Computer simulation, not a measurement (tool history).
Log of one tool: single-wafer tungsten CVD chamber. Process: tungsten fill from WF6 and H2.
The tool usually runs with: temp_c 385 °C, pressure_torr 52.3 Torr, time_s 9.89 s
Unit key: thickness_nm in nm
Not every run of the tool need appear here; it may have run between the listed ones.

run     day  temp_c  pressure_torr  time_s  read-back reference wafer on the same gauge, thickness_nm  thickness_nm
  1   0.000     385           52.3    9.89                                                     30.705        26.859
  2   2.975     385           52.3    9.89                                                     30.701        26.997
  3   6.633     385           52.3    9.89                                                     30.671        26.880
  4   8.642     385           55.0    9.89                                                     30.708        27.306
  5  11.108     385           55.0    9.89                                                     30.706        27.328
  6  14.771     394           52.3    8.42                                                     30.697        27.901
     15.275  -- thermocouple changed; heater temperature recalibrated
     16.342  -- gauge calibrated
  7  16.371     394           52.3    8.42                                                     30.703        27.780
  8  19.979     385           52.3    9.89                                                     30.694        27.048
  9  23.883     379           52.3   10.85                                                     30.701        25.903
 10  26.017     394           52.3    8.42                                                     30.708        27.890
 11  30.108     378           44.9   10.63                                                     30.732        23.556
     32.750  -- capacitance manometer re-zeroed and calibrated
 12  34.033     385           55.0    9.89                                                     30.703        27.332
     35.017  -- showerhead replaced
 13  36.033     375           57.5   10.43                                                     30.725        23.090
 14  40.158     373           48.7    9.89                                                     30.699        19.961
 15  43.088     371           41.6   10.59                                                     30.689        19.506
 16  46.104     385           45.7    9.89                                                     30.701        25.794

Consider 3 possible next runs. They are alternatives, not a sequence: every one starts from the tool as it was left by run 16. What does each give?
  A  46.121     385           52.3    9.89                                                          ?             ?
  B  46.121     394           60.4    9.89                                                          ?             ?
  C  46.121     376           45.6   10.40                                                          ?             ?

run  read-back reference wafer on the same gauge, thickness_nm  thickness_nm
  A                                                     30.711        26.961
  B                                                     30.711        34.267
  C                                                     30.711        22.163
Had the tool no hidden state, the same runs would have come out as:
run  thickness_nm
  A        26.961
  B        34.267
  C        22.163

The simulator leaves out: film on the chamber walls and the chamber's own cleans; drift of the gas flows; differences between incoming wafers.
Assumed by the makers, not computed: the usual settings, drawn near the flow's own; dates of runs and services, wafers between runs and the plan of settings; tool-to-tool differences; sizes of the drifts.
